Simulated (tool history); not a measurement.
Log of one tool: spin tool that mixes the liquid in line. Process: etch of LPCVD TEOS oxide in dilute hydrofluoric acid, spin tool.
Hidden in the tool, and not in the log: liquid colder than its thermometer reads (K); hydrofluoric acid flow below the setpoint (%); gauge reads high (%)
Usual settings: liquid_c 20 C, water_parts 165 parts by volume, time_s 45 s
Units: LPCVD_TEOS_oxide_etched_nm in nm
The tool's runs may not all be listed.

run,day,liquid_c,water_parts,time_s,wafers since the last listed run,hours since the thermometer was replaced,hours since the hydrofluoric acid flow meter was replaced,hours since the gauge calibration,"read-back film thickness of the LPCVD TEOS oxide reference wafer, read on the same gauge (nm)",LPCVD_TEOS_oxide_etched_nm
1,0,20,165,35,0,2710.5,758.4,691.7,38.81,4.93
2,0.958,20,165,45,375,2733.5,781.4,714.7,38.86,6.33
3,1.85,20,165,45,349,2754.9,802.8,736.1,38.78,6.31
4,2.971,20,165,45,439,2781.8,829.7,763,38.75,6.24
5,4.358,20,165,45,544,2815.1,863,796.3,38.68,6.28
6,5.254,20,165,45,351,2836.6,884.5,817.8,38.62,6.27
7,8.1,20,165,45,1116,2904.9,952.8,886.1,38.52,6.33
8,9.488,19,165,45,544,2938.2,986.1,919.4,38.48,6.06
9,10.738,19,165,45,490,2968.2,1016.1,949.4,38.43,5.94
10,11.283,19,165,45,214,2981.3,1029.2,962.5,38.41,5.9
11,12.304,20,165,45,400,3005.8,1053.7,987,38.39,6.22
12,13.033,20,165,45,285,3023.3,1071.2,1004.5,38.36,6.21
13,14.462,20,165,45,560,3057.6,1105.5,1038.8,38.25,6.22
14,15.746,18,95,65,503,3088.4,1136.3,1069.6,38.22,15.48
15,16.704,17.5,120,65,375,3111.4,1159.3,1092.6,38.16,11.7
16,17.333,17,125,60,246,3126.5,1174.4,1107.7,38.17,10.16
# day 17.85: gauge calibrated
17,18.346,20,230,45,397,3150.8,1198.7,11.9,40.14,4.39
18,19.642,17.5,210,45,508,3181.9,1229.8,43,40.15,4.42
19,21.092,17,85,25,568,3216.7,1264.6,77.8,40.09,6.78
# day 21.15: thermometer replaced
20,21.767,17,135,35,248,14.8,1280.8,94,40.12,5.61
21,22.533,20,100,45,300,33.2,1299.2,112.4,40.07,11.37
22,23.267,21.5,210,35,287,50.8,1316.8,130,40.01,4.06
# day 23.5: hydrofluoric acid flow meter replaced
23,24.021,17,85,25,279,68.9,12.5,148.1,39.95,6.74
24,25.383,18.5,165,60,534,101.6,45.2,180.8,39.89,8.24
25,26.067,20,210,30,267,118,61.6,197.2,39.85,3.29
26,26.904,17,130,25,328,138.1,81.7,217.3,39.84,4.2
27,27.475,18,240,55,223,151.8,95.4,231,39.82,4.73
28,28.925,20,110,40,568,186.6,130.2,265.8,39.8,9
29,30.038,20,210,30,436,213.3,156.9,292.5,39.7,3.21
30,31.288,20,165,45,490,243.3,186.9,322.5,39.66,6.37
31,32.35,24,115,55,416,268.8,212.4,348,39.64,14.1
32,33.65,20,165,45,509,300,243.6,379.2,39.64,6.44

5 ways to go on from here, each from the tool as it stands after run 32. What would each give?
A,33.667,20,235,45,6,300.4,244,379.6,?,?
B,33.667,17,215,25,6,300.4,244,379.6,?,?
C,33.667,22,165,45,6,300.4,244,379.6,?,?
D,33.667,18,215,45,6,300.4,244,379.6,?,?
E,33.667,20,210,45,6,300.4,244,379.6,?,?

run,"read-back film thickness of the LPCVD TEOS oxide reference wafer, read on the same gauge (nm)",LPCVD_TEOS_oxide_etched_nm
A,39.6,4.22
B,39.6,2.32
C,39.6,6.96
D,39.6,4.35
E,39.6,4.84
Without the tool's hidden state the same runs would have given:
run,LPCVD_TEOS_oxide_etched_nm
A,4.26
B,2.35
C,7.03
D,4.4
E,4.89

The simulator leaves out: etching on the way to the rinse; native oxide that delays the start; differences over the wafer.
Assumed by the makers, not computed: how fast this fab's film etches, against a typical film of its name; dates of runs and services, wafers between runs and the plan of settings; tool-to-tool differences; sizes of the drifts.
